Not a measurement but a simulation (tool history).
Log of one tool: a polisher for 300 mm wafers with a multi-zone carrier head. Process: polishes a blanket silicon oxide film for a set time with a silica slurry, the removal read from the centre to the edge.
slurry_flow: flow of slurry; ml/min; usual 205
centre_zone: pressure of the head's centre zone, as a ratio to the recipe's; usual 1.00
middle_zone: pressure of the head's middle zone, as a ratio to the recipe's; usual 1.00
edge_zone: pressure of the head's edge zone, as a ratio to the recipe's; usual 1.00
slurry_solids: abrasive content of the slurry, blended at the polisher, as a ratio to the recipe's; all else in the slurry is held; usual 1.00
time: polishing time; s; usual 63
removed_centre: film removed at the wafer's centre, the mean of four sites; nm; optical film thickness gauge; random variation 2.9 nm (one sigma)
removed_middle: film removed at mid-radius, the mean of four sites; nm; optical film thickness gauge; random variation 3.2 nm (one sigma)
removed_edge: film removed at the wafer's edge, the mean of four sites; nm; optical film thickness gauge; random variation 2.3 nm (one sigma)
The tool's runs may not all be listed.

| run | hour | slurry_flow | centre_zone | middle_zone | edge_zone | slurry_solids | time | wafers since the last listed run | wafers polished on this pad | hours since the slurry nozzle was cleaned | hours since the centre zone pressure was calibrated | hours since the edge zone pressure was calibrated | hours since the carrier head's membrane was replaced | incoming thickness of the incoming film, nm | removed_centre | removed_middle | removed_edge |
|---|---|---|---|---|---|---|---|---|---|---|---|---|---|---|---|---|---|
| 1 | 0.0 | 205 | 1.00 | 1.00 | 1.00 | 1.00 | 63 | 0 | 552 | 684.5 | 513.0 | 332.1 | 588.2 | 887.9 | 243.4 | 239.6 | 240.5 |
|  | 11.2 | edge zone pressure recalibrated |
| 2 | 30.6 | 205 | 1.00 | 1.00 | 1.00 | 1.00 | 63 | 351 | 904 | 715.1 | 543.6 | 19.4 | 618.8 | 882.2 | 243.9 | 242.3 | 234.4 |
|  | 55.8 | worn pad replaced by a new one |
| 3 | 64.3 | 205 | 1.00 | 1.00 | 1.00 | 1.00 | 63 | 365 | 104 | 748.8 | 577.3 | 53.1 | 652.5 | 883.5 | 255.2 | 249.4 | 247.5 |
| 4 | 78.3 | 205 | 1.00 | 1.00 | 1.00 | 1.00 | 63 | 172 | 277 | 762.8 | 591.3 | 67.1 | 666.5 | 883.3 | 246.4 | 249.7 | 244.9 |
| 5 | 100.8 | 205 | 1.00 | 1.00 | 1.00 | 1.00 | 63 | 276 | 553 | 785.3 | 613.8 | 89.6 | 689.0 | 886.7 | 245.1 | 249.5 | 242.7 |
| 6 | 117.3 | 205 | 1.00 | 1.00 | 1.00 | 1.00 | 63 | 202 | 756 | 801.8 | 630.3 | 106.1 | 705.5 | 879.1 | 237.4 | 241.1 | 242.7 |
| 7 | 137.0 | 205 | 1.00 | 1.00 | 1.00 | 1.00 | 63 | 242 | 999 | 821.5 | 650.0 | 125.8 | 725.2 | 889.9 | 240.5 | 233.0 | 237.0 |
|  | 150.0 | worn pad replaced by a new one |
| 8 | 161.7 | 205 | 1.00 | 1.00 | 1.00 | 1.00 | 63 | 254 | 144 | 846.2 | 674.7 | 150.5 | 749.9 | 868.9 | 251.4 | 242.0 | 243.8 |
|  | 167.0 | carrier head's membrane replaced by a new one |
| 9 | 195.3 | 205 | 1.00 | 1.00 | 1.04 | 1.00 | 63 | 351 | 496 | 879.8 | 708.3 | 184.1 | 28.3 | 878.0 | 247.8 | 243.8 | 249.5 |
| 10 | 209.0 | 205 | 1.00 | 1.00 | 1.04 | 1.00 | 63 | 168 | 664 | 893.5 | 722.0 | 197.8 | 42.0 | 877.2 | 239.2 | 239.7 | 245.3 |
|  | 212.3 | centre zone pressure recalibrated |
| 11 | 244.1 | 205 | 1.00 | 1.00 | 1.00 | 1.00 | 63 | 407 | 1071 | 928.6 | 31.8 | 232.9 | 77.1 | 890.1 | 237.0 | 233.3 | 228.8 |
|  | 259.3 | worn pad replaced by a new one |
|  | 271.5 | slurry nozzle cleaned |
| 12 | 278.9 | 265 | 1.00 | 1.04 | 1.05 | 1.00 | 63 | 366 | 229 | 7.4 | 66.6 | 267.7 | 111.9 | 874.1 | 248.6 | 260.0 | 253.8 |
| 13 | 293.8 | 205 | 0.95 | 1.00 | 1.09 | 1.00 | 71 | 183 | 412 | 22.3 | 81.5 | 282.6 | 126.8 | 878.7 | 262.2 | 275.6 | 282.9 |
| 14 | 306.3 | 205 | 1.00 | 1.00 | 1.00 | 1.00 | 83 | 153 | 566 | 34.8 | 94.0 | 295.1 | 139.3 | 882.4 | 328.3 | 314.3 | 315.4 |
| 15 | 329.7 | 205 | 1.00 | 1.00 | 1.00 | 1.00 | 63 | 287 | 854 | 58.2 | 117.4 | 318.5 | 162.7 | 872.2 | 243.0 | 242.3 | 237.6 |
|  | 356.8 | edge zone pressure recalibrated |
| 16 | 357.8 | 205 | 1.00 | 0.90 | 0.91 | 1.00 | 72 | 321 | 1175 | 86.3 | 145.5 | 1.0 | 190.8 | 882.1 | 266.4 | 242.9 | 248.5 |
|  | 368.9 | worn pad replaced by a new one |
| 17 | 390.9 | 205 | 1.00 | 1.00 | 1.00 | 1.30 | 63 | 357 | 271 | 119.4 | 178.6 | 34.1 | 223.9 | 874.5 | 286.1 | 281.1 | 283.6 |
| 18 | 412.4 | 205 | 1.00 | 1.00 | 1.00 | 1.00 | 63 | 264 | 535 | 140.9 | 200.1 | 55.6 | 245.4 | 876.1 | 249.7 | 244.0 | 244.2 |
| 19 | 443.2 | 205 | 0.96 | 1.00 | 1.00 | 1.00 | 63 | 378 | 914 | 171.7 | 230.9 | 86.4 | 276.2 | 871.6 | 232.2 | 235.4 | 241.5 |
|  | 466.6 | worn pad replaced by a new one |
| 20 | 467.3 | 205 | 1.00 | 1.11 | 1.00 | 1.00 | 63 | 247 | 8 | 195.8 | 255.0 | 110.5 | 300.3 | 882.4 | 251.4 | 270.9 | 247.5 |
| 21 | 490.0 | 205 | 1.10 | 1.00 | 1.00 | 1.25 | 63 | 279 | 287 | 218.5 | 277.7 | 133.2 | 323.0 | 890.7 | 308.9 | 276.3 | 276.0 |

Hidden state or all else? Some run-to-run changes of removed_centre, split into what the settings, what came in and random variation would give without the hidden state, and what is left for the hidden state (with any gauge scatter that isn't in both results):
The hidden state here: removal rate lost through wear of the pad, %; slurry flow missing at the pad, %; deviation of the centre zone's pressure from its setpoint, %; deviation of the edge zone's pressure from its setpoint, %.
Run 11 -> 12: slurry_flow 205 -> 265, middle_zone 1.00 -> 1.04, edge_zone 1.00 -> 1.05, worn pad replaced by a new one, slurry nozzle cleaned. removed_centre +11.6 nm: hidden state +13.3, all else -1.7.
Run 13 -> 14: centre_zone 0.95 -> 1.00, edge_zone 1.09 -> 1.00, time 71 -> 83. removed_centre +66.1 nm: hidden state -3.3, all else +69.4.
Run 14 -> 15: time 83 -> 63. removed_centre -85.3 nm: hidden state -2.5, all else -82.8.
Run 16 -> 17: middle_zone 0.90 -> 1.00, edge_zone 0.91 -> 1.00, slurry_solids 1.00 -> 1.30, time 72 -> 63, worn pad replaced by a new one. removed_centre +19.7 nm: hidden state +18.1, all else +1.6.
